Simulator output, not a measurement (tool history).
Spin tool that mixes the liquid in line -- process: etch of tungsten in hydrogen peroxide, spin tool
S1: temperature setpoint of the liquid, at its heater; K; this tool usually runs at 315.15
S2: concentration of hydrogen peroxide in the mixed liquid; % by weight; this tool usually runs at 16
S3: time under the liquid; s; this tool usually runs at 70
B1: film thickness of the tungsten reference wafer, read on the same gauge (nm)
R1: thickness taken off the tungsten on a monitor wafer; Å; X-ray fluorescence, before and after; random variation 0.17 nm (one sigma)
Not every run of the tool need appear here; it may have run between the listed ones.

run,hour,S1,S2,S3,B1,R1
1,0,315.15,16,50,119.99,229.4
2,15.2,315.15,16,50,120.04,231.1
3,31,315.15,16,50,120,229.3
4,48.5,315.15,16,70,120.02,323.3
5,58.1,315.15,16,70,120.02,319.5
# hour 66.3: gauge calibrated
6,75.5,315.15,16,70,120,320.4
7,88.6,315.15,21,70,119.99,367.3
8,100.2,310.15,16,85,119.98,278.5
9,108.9,323.65,18,105,120.02,862.5
10,126.3,309.15,20.5,70,119.97,244.7
11,134.3,315.15,16,50,119.99,226.7
# hour 146: peroxide flow meter replaced
12,153.6,324.65,19,40,120.02,339.8
13,169.5,315.15,14,45,120.01,179.3
14,184.4,315.15,16,70,120,298.9

Expected results for the next run?
15,194.4,315.15,14.5,105,?,?

B1: 120.02
R1: 425.3 Å
Had the tool carried no hidden state, the very same run would have given R1 442.4 Å.
